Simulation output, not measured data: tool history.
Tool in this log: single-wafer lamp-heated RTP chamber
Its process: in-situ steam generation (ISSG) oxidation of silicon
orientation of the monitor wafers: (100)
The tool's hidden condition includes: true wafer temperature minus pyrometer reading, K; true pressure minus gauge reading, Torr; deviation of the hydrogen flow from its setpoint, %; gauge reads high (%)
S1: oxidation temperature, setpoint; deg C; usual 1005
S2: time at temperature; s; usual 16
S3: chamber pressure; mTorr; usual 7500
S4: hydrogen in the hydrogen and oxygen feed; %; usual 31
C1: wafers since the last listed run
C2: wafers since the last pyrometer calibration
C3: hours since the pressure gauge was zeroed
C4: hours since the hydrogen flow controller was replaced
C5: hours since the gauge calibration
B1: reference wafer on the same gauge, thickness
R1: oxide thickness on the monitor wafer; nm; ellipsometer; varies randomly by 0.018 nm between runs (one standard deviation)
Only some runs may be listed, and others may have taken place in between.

| run | day | S1 | S2 | S3 | S4 | C1 | C2 | C3 | C4 | C5 | B1 | R1 |
|---|---|---|---|---|---|---|---|---|---|---|---|---|
| 1 | 0 | 1005 | 16 | 7500 | 31 | 0 | 456 | 3275.7 | 5415.1 | 2.5 | 5.86 | 5.252 |
| 2 | 0.65 | 1005 | 16 | 7500 | 31 | 144 | 600 | 3291.3 | 5430.7 | 18.1 | 5.859 | 5.284 |
| 3 | 2.112 | 1005 | 16 | 7500 | 31 | 325 | 926 | 3326.4 | 5465.8 | 53.2 | 5.858 | 5.287 |
| 4 | 2.8 | 1005 | 16 | 7500 | 31 | 152 | 1079 | 3342.9 | 5482.3 | 69.7 | 5.866 | 5.302 |
| 5 | 3.975 | 1005 | 16 | 7500 | 31 | 261 | 1340 | 3371.1 | 5510.5 | 97.9 | 5.855 | 5.321 |
| 6 | 4.842 | 1005 | 16 | 7500 | 31 | 192 | 1533 | 3391.9 | 5531.3 | 118.7 | 5.855 | 5.358 |
| 7 | 6.058 | 1005 | 16 | 7500 | 31 | 270 | 1803 | 3421.1 | 5560.5 | 147.9 | 5.857 | 5.367 |
| 8 | 6.696 | 1005 | 16 | 7500 | 31 | 141 | 1945 | 3436.4 | 5575.8 | 163.2 | 5.864 | 5.38 |
| 9 | 7.892 | 1005 | 16 | 7500 | 31 | 265 | 2211 | 3465.1 | 5604.5 | 191.9 | 5.864 | 5.443 |
|  | 8.683 | pyrometer window cleaned and pyrometer calibrated |
| 10 | 11.392 | 1005 | 16 | 7500 | 31 | 704 | 602 | 3549.1 | 5688.5 | 275.9 | 5.855 | 5.24 |
| 11 | 12.308 | 1005 | 16 | 7500 | 31 | 203 | 806 | 3571.1 | 5710.5 | 297.9 | 5.853 | 5.293 |
| 12 | 13.433 | 1005 | 21 | 7500 | 31 | 250 | 1056 | 3598.1 | 5737.5 | 324.9 | 5.864 | 6.003 |
|  | 14.229 | hydrogen flow controller replaced |
| 13 | 14.25 | 1005 | 13 | 6900 | 24 | 107 | 1164 | 3617.7 | 0.5 | 344.5 | 5.861 | 4.489 |
| 14 | 16.358 | 1013 | 21 | 7500 | 31 | 468 | 1633 | 3668.3 | 51.1 | 395.1 | 5.864 | 6.248 |
|  | 16.9 | pressure gauge zeroed |
| 15 | 16.921 | 985 | 16 | 8500 | 25 | 50 | 1684 | 0.5 | 64.6 | 408.6 | 5.862 | 4.686 |
|  | 17.688 | pyrometer window cleaned and pyrometer calibrated |
| 16 | 17.946 | 1005 | 16 | 7500 | 21 | 153 | 57 | 25.1 | 89.2 | 433.2 | 5.857 | 4.739 |
| 17 | 19.092 | 1005 | 16 | 7500 | 31 | 254 | 312 | 52.6 | 116.7 | 460.7 | 5.853 | 5.281 |
|  | 20.142 | gauge calibrated |
| 18 | 20.45 | 1005 | 16 | 7500 | 22 | 302 | 614 | 85.2 | 149.3 | 7.4 | 5.857 | 4.818 |
| 19 | 21.492 | 1010 | 20 | 7500 | 32 | 231 | 846 | 110.2 | 174.3 | 32.4 | 5.861 | 6.039 |
| 20 | 22.408 | 1005 | 16 | 7500 | 31 | 203 | 1050 | 132.2 | 196.3 | 54.4 | 5.86 | 5.307 |
| 21 | 23.675 | 1005 | 16 | 7500 | 31 | 281 | 1332 | 162.6 | 226.7 | 84.8 | 5.865 | 5.331 |
| 22 | 24.983 | 987 | 20 | 7500 | 32 | 290 | 1623 | 194 | 258.1 | 116.2 | 5.86 | 5.54 |
|  | 26.188 | pyrometer window cleaned and pyrometer calibrated |
| 23 | 26.212 | 1005 | 20 | 7500 | 31 | 199 | 5 | 223.5 | 287.6 | 145.7 | 5.861 | 5.813 |
| 24 | 27.467 | 1010 | 10 | 7500 | 31 | 278 | 284 | 253.6 | 317.7 | 175.8 | 5.858 | 4.393 |
| 25 | 28.729 | 1019 | 12 | 7100 | 32 | 280 | 565 | 283.9 | 348 | 206.1 | 5.858 | 4.971 |

Here are 5 independent what-if runs from the current tool condition. What would each one return?
| A | 28.75 | 1005 | 16 | 7500 | 31 | 4 | 570 | 284.4 | 348.5 | 206.6 | ? | ? |
| B | 28.75 | 1005 | 14 | 7500 | 31 | 4 | 570 | 284.4 | 348.5 | 206.6 | ? | ? |
| C | 28.75 | 1005 | 16 | 7000 | 31 | 4 | 570 | 284.4 | 348.5 | 206.6 | ? | ? |
| D | 28.75 | 1005 | 14 | 6900 | 32 | 4 | 570 | 284.4 | 348.5 | 206.6 | ? | ? |
| E | 28.75 | 994 | 16 | 8400 | 31 | 4 | 570 | 284.4 | 348.5 | 206.6 | ? | ? |

| run | B1 | R1 |
|---|---|---|
| A | 5.865 | 5.25 |
| B | 5.865 | 4.953 |
| C | 5.865 | 5.248 |
| D | 5.865 | 4.999 |
| E | 5.865 | 4.997 |
Stripped of hidden state, with their random variation kept, the same runs would have yielded:
| run | R1 |
|---|---|
| A | 5.233 |
| B | 4.938 |
| C | 5.232 |
| D | 4.983 |
| E | 4.983 |
